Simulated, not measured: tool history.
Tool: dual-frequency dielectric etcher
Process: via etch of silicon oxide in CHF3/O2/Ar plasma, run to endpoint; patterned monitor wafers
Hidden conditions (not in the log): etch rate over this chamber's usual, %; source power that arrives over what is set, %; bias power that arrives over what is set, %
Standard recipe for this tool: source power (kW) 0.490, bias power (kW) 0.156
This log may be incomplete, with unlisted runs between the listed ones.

run	hour	source power (kW)	bias power (kW)	wafers since the last listed run	hours since the last wet clean	hours since the last source power generator calibration	hours since the last bias power generator calibration	hours since the last upper electrode change	incoming incoming film thickness, nm	endpoint time (s)
1	0.0	0.490	0.156	0	206.8	2663.2	1791.8	4285.7	465.0	232.5
2	39.9	0.490	0.156	131	246.7	2703.1	1831.7	4325.6	456.9	230.3
3	98.5	0.490	0.156	192	305.3	2761.7	1890.3	4384.2	462.8	230.8
4	144.0	0.490	0.156	149	350.8	2807.2	1935.8	4429.7	466.3	234.1
# hour 207.8: wet clean of the chamber
5	210.8	0.490	0.156	140	3.0	2874.0	2002.6	4496.5	467.7	227.3
6	247.8	0.490	0.156	121	40.0	2911.0	2039.6	4533.5	465.6	226.1
# hour 306.0: source power generator calibrated
# hour 313.2: upper electrode replaced
7	313.7	0.490	0.156	180	105.9	7.7	2105.5	0.5	468.0	227.6
# hour 340.4: wet clean of the chamber, repeated, since the last time left the tool worse
8	340.9	0.600	0.143	10	0.5	34.9	2132.7	27.7	463.3	232.6
9	360.5	0.600	0.179	64	20.1	54.5	2152.3	47.3	461.6	221.4
# hour 373.5: bias power generator calibrated
10	417.9	0.570	0.175	175	77.5	111.9	44.4	104.7	464.5	223.1
11	485.2	0.520	0.174	221	144.8	179.2	111.7	172.0	462.7	230.3
12	546.8	0.600	0.169	202	206.4	240.8	173.3	233.6	463.7	222.5
13	595.1	0.490	0.156	158	254.7	289.1	221.6	281.9	469.5	237.2
14	659.6	0.430	0.156	212	319.2	353.6	286.1	346.4	464.6	237.5

Some steps in endpoint time (s), run to run, broken into two amounts with sign: the step expected even without the hidden condition (settings, incoming material, random variation), and the rest, left for the hidden condition together with whatever gauge scatter is not in both the measured and the hidden-condition-free result:
Run 7 -> 8: source power (kW) 0.490 -> 0.600, bias power (kW) 0.156 -> 0.143, wet clean of the chamber, repeated, since the last time left the tool worse. endpoint time (s) +5.0: hidden state +16.1, all else -11.1.
Run 12 -> 13: source power (kW) 0.600 -> 0.490, bias power (kW) 0.169 -> 0.156. endpoint time (s) +14.7: hidden state -1.2, all else +15.9.
